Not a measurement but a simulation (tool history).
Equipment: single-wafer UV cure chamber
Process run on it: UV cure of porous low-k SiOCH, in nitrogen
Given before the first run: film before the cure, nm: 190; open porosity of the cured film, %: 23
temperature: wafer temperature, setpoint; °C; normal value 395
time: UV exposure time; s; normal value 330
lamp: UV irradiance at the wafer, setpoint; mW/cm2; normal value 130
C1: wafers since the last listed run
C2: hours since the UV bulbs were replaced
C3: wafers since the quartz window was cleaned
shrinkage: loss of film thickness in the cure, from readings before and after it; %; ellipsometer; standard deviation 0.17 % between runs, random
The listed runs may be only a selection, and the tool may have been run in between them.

run 1 hour=0 | temperature=395 time=330 lamp=130 | C1=0 C2=1596.2 C3=1654 | shrinkage=14.84
run 2 hour=106.2 | temperature=395 time=330 lamp=130 | C1=573 C2=1702.4 C3=2227 | shrinkage=15.029
-- hour=199.9 quartz window cleaned
run 3 hour=200.3 | temperature=395 time=330 lamp=130 | C1=464 C2=1796.5 C3=2 | shrinkage=15.826
run 4 hour=242.9 | temperature=395 time=330 lamp=130 | C1=229 C2=1839.1 C3=232 | shrinkage=15.663
run 5 hour=290.3 | temperature=395 time=330 lamp=130 | C1=255 C2=1886.5 C3=488 | shrinkage=15.534
run 6 hour=358 | temperature=395 time=330 lamp=147 | C1=365 C2=1954.2 C3=853 | shrinkage=16.158
run 7 hour=395.2 | temperature=395 time=330 lamp=147 | C1=200 C2=1991.4 C3=1054 | shrinkage=16.037
run 8 hour=486.8 | temperature=395 time=330 lamp=147 | C1=494 C2=2083 C3=1549 | shrinkage=15.717
run 9 hour=583 | temperature=395 time=330 lamp=143 | C1=519 C2=2179.2 C3=2068 | shrinkage=15.258
run 10 hour=654.8 | temperature=395 time=330 lamp=130 | C1=387 C2=2251 C3=2456 | shrinkage=14.646
-- hour=666.1 quartz window cleaned
run 11 hour=752.3 | temperature=395 time=330 lamp=130 | C1=483 C2=2348.5 C3=465 | shrinkage=15.486
run 12 hour=798.8 | temperature=395 time=330 lamp=130 | C1=251 C2=2395 C3=716 | shrinkage=15.439
run 13 hour=834.8 | temperature=395 time=330 lamp=130 | C1=194 C2=2431 C3=910 | shrinkage=15.289
run 14 hour=920 | temperature=395 time=330 lamp=130 | C1=459 C2=2516.2 C3=1370 | shrinkage=14.752
run 15 hour=967.3 | temperature=395 time=330 lamp=130 | C1=255 C2=2563.5 C3=1626 | shrinkage=14.998
-- hour=998.4 UV bulbs replaced
-- hour=1069 quartz window cleaned
run 16 hour=1069.5 | temperature=407 time=525 lamp=159 | C1=465 C2=71.1 C3=2 | shrinkage=19.019

Expected results for the next run?
run 17 hour=1166.2 | temperature=382 time=200 lamp=120 | C1=522 C2=167.8 C3=524 | shrinkage=?

Run 17 yielded shrinkage 12.315 %.
With no hidden state in the tool, this same run would have given shrinkage 12.743 %.
